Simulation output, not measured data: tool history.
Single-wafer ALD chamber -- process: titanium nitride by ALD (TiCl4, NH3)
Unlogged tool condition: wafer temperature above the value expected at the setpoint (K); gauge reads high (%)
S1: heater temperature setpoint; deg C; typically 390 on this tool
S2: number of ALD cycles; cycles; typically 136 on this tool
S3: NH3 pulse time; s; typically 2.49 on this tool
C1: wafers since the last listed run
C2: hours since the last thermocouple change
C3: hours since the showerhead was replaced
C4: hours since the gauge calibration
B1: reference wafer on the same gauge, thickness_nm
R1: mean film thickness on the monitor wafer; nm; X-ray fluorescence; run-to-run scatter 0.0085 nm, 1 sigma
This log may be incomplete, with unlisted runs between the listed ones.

{"run": 1, "day": 0.0, "S1": 390, "S2": 136, "S3": 2.95, "C1": 0, "C2": 2427.9, "C3": 5485.4, "C4": 34.6, "B1": 2.87, "R1": 2.866}
{"run": 2, "day": 0.567, "S1": 390, "S2": 136, "S3": 2.95, "C1": 30, "C2": 2441.5, "C3": 5499, "C4": 48.2, "B1": 2.87, "R1": 2.874}
{"run": 3, "day": 1.158, "S1": 390, "S2": 136, "S3": 2.49, "C1": 32, "C2": 2455.7, "C3": 5513.2, "C4": 62.4, "B1": 2.87, "R1": 2.836}
{"run": 4, "day": 1.733, "S1": 390, "S2": 136, "S3": 2.49, "C1": 31, "C2": 2469.5, "C3": 5527, "C4": 76.2, "B1": 2.869, "R1": 2.835}
{"run": 5, "day": 2.296, "S1": 390, "S2": 136, "S3": 2.49, "C1": 30, "C2": 2483, "C3": 5540.5, "C4": 89.7, "B1": 2.871, "R1": 2.849}
{"run": 6, "day": 2.717, "S1": 390, "S2": 136, "S3": 2.49, "C1": 22, "C2": 2493.1, "C3": 5550.6, "C4": 99.8, "B1": 2.872, "R1": 2.845}
{"run": 7, "day": 3.338, "S1": 390, "S2": 136, "S3": 2.49, "C1": 33, "C2": 2508, "C3": 5565.5, "C4": 114.7, "B1": 2.869, "R1": 2.836}
{"run": 8, "day": 3.8, "S1": 390, "S2": 136, "S3": 2.49, "C1": 25, "C2": 2519.1, "C3": 5576.6, "C4": 125.8, "B1": 2.87, "R1": 2.842}
{"run": 9, "day": 4.538, "S1": 390, "S2": 136, "S3": 2.49, "C1": 40, "C2": 2536.8, "C3": 5594.3, "C4": 143.5, "B1": 2.869, "R1": 2.828}
{"run": 10, "day": 4.883, "S1": 390, "S2": 136, "S3": 2.97, "C1": 18, "C2": 2545.1, "C3": 5602.6, "C4": 151.8, "B1": 2.872, "R1": 2.852}
{"run": 11, "day": 5.388, "S1": 390, "S2": 136, "S3": 2.97, "C1": 27, "C2": 2557.2, "C3": 5614.7, "C4": 163.9, "B1": 2.868, "R1": 2.863}
{"run": 12, "day": 5.783, "S1": 390, "S2": 136, "S3": 2.97, "C1": 21, "C2": 2566.7, "C3": 5624.2, "C4": 173.4, "B1": 2.871, "R1": 2.872}
{"run": 13, "day": 6.162, "S1": 390, "S2": 121, "S3": 2.49, "C1": 20, "C2": 2575.8, "C3": 5633.3, "C4": 182.5, "B1": 2.871, "R1": 2.52}
{"run": 14, "day": 6.5, "S1": 390, "S2": 136, "S3": 2.49, "C1": 18, "C2": 2583.9, "C3": 5641.4, "C4": 190.6, "B1": 2.868, "R1": 2.835}
{"run": 15, "day": 6.867, "S1": 390, "S2": 136, "S3": 2.49, "C1": 20, "C2": 2592.7, "C3": 5650.2, "C4": 199.4, "B1": 2.87, "R1": 2.842}
{"day": 7.392, "done": "gauge calibrated"}
{"run": 16, "day": 7.575, "S1": 390, "S2": 136, "S3": 2.49, "C1": 38, "C2": 2609.7, "C3": 5667.2, "C4": 4.4, "B1": 2.87, "R1": 2.837}
{"day": 7.996, "done": "thermocouple changed; heater temperature recalibrated"}
{"run": 17, "day": 8.017, "S1": 379, "S2": 136, "S3": 2.49, "C1": 5, "C2": 0.5, "C3": 5677.8, "C4": 15, "B1": 2.87, "R1": 2.821}
{"run": 18, "day": 8.525, "S1": 390, "S2": 150, "S3": 2.76, "C1": 27, "C2": 12.7, "C3": 5690, "C4": 27.2, "B1": 2.872, "R1": 3.136}
{"run": 19, "day": 9.204, "S1": 390, "S2": 125, "S3": 2.49, "C1": 37, "C2": 29, "C3": 5706.3, "C4": 43.5, "B1": 2.868, "R1": 2.611}
{"run": 20, "day": 9.762, "S1": 390, "S2": 124, "S3": 2.14, "C1": 30, "C2": 42.4, "C3": 5719.7, "C4": 56.9, "B1": 2.87, "R1": 2.567}
{"run": 21, "day": 10.392, "S1": 390, "S2": 129, "S3": 3.38, "C1": 34, "C2": 57.5, "C3": 5734.8, "C4": 72, "B1": 2.869, "R1": 2.737}
{"run": 22, "day": 10.796, "S1": 402, "S2": 136, "S3": 2.49, "C1": 22, "C2": 67.2, "C3": 5744.5, "C4": 81.7, "B1": 2.868, "R1": 2.866}
{"run": 23, "day": 11.05, "S1": 390, "S2": 156, "S3": 2.49, "C1": 13, "C2": 73.3, "C3": 5750.6, "C4": 87.8, "B1": 2.869, "R1": 3.258}
{"day": 11.433, "done": "showerhead replaced"}
{"run": 24, "day": 11.596, "S1": 390, "S2": 136, "S3": 2.49, "C1": 11, "C2": 86.4, "C3": 3.9, "C4": 100.9, "B1": 2.87, "R1": 2.836}
{"run": 25, "day": 12.971, "S1": 402, "S2": 159, "S3": 3.38, "C1": 75, "C2": 119.4, "C3": 36.9, "C4": 133.9, "B1": 2.872, "R1": 3.363}
{"run": 26, "day": 13.458, "S1": 390, "S2": 136, "S3": 2.49, "C1": 26, "C2": 131.1, "C3": 48.6, "C4": 145.6, "B1": 2.869, "R1": 2.826}
{"run": 27, "day": 14.104, "S1": 390, "S2": 136, "S3": 2.49, "C1": 35, "C2": 146.6, "C3": 64.1, "C4": 161.1, "B1": 2.868, "R1": 2.846}
{"run": 28, "day": 14.458, "S1": 390, "S2": 129, "S3": 1.85, "C1": 19, "C2": 155.1, "C3": 72.6, "C4": 169.6, "B1": 2.872, "R1": 2.65}
{"run": 29, "day": 15.162, "S1": 390, "S2": 136, "S3": 2.49, "C1": 38, "C2": 172, "C3": 89.5, "C4": 186.5, "B1": 2.87, "R1": 2.836}
{"run": 30, "day": 16.05, "S1": 395, "S2": 119, "S3": 2.78, "C1": 48, "C2": 193.3, "C3": 110.8, "C4": 207.8, "B1": 2.87, "R1": 2.501}
{"day": 16.538, "done": "gauge calibrated"}
{"run": 31, "day": 16.588, "S1": 390, "S2": 129, "S3": 2.79, "C1": 29, "C2": 206.2, "C3": 123.7, "C4": 1.2, "B1": 2.87, "R1": 2.726}
{"run": 32, "day": 17.092, "S1": 381, "S2": 136, "S3": 2.49, "C1": 27, "C2": 218.3, "C3": 135.8, "C4": 13.3, "B1": 2.87, "R1": 2.825}
{"run": 33, "day": 17.562, "S1": 383, "S2": 146, "S3": 2.18, "C1": 25, "C2": 229.6, "C3": 147.1, "C4": 24.6, "B1": 2.871, "R1": 3.012}
{"run": 34, "day": 18.25, "S1": 397, "S2": 159, "S3": 1.78, "C1": 37, "C2": 246.1, "C3": 163.6, "C4": 41.1, "B1": 2.871, "R1": 3.279}
{"run": 35, "day": 18.846, "S1": 390, "S2": 136, "S3": 2.49, "C1": 32, "C2": 260.4, "C3": 177.9, "C4": 55.4, "B1": 2.87, "R1": 2.854}
{"run": 36, "day": 19.521, "S1": 396, "S2": 147, "S3": 3.01, "C1": 36, "C2": 276.6, "C3": 194.1, "C4": 71.6, "B1": 2.869, "R1": 3.123}

Take each entry between the runs: how does the hidden state at the last listed run before it differ from the hidden state at the first listed run after it?
Runs 15 to 16: gauge calibrated (day 7.392)
  nothing in the hidden state changes from one run to the other
Runs 16 to 17: thermocouple changed; heater temperature recalibrated (day 7.996)
  nothing in the hidden state changes from one run to the other
Runs 23 to 24: showerhead replaced (day 11.433)
  nothing in the hidden state changes from one run to the other
Runs 30 to 31: gauge calibrated (day 16.538)
  nothing in the hidden state changes from one run to the other
